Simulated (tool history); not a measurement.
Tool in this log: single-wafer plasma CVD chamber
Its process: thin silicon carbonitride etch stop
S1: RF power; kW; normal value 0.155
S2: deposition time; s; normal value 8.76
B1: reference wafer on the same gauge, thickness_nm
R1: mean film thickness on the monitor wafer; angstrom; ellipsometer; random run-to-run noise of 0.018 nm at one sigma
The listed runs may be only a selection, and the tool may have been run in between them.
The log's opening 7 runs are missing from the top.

run 8 hour=688.2 | S1=0.165 S2=8.76 | B1=5.174 | R1=49.18
-- hour=732.1 showerhead replaced, of another model than before
run 9 hour=781.7 | S1=0.155 S2=8.76 | B1=5.187 | R1=48.61
run 10 hour=823.2 | S1=0.155 S2=8.76 | B1=5.179 | R1=48.65
run 11 hour=889.1 | S1=0.155 S2=8.76 | B1=5.181 | R1=48.63
run 12 hour=1190.2 | S1=0.155 S2=8.76 | B1=5.184 | R1=48.27
-- hour=1207.8 thermocouple changed; heater temperature recalibrated
run 13 hour=1255.0 | S1=0.155 S2=9.81 | B1=5.182 | R1=54.31
run 14 hour=1536.7 | S1=0.185 S2=7.40 | B1=5.179 | R1=41.64
run 15 hour=1633.7 | S1=0.135 S2=9.45 | B1=5.179 | R1=51.07
run 16 hour=1708.7 | S1=0.130 S2=10.50 | B1=5.184 | R1=56.84
run 17 hour=1787.3 | S1=0.185 S2=9.53 | B1=5.182 | R1=54.28
run 18 hour=1824.3 | S1=0.180 S2=10.50 | B1=5.179 | R1=58.97

For run 19, what comes out?
run 19 hour=1894.1 | S1=0.145 S2=7.27 | B1=? | R1=?

{"run 19": {"B1": 5.181, "R1": 39.82}}
Without the tool's hidden state the same run would have given R1 40.32 angstrom.
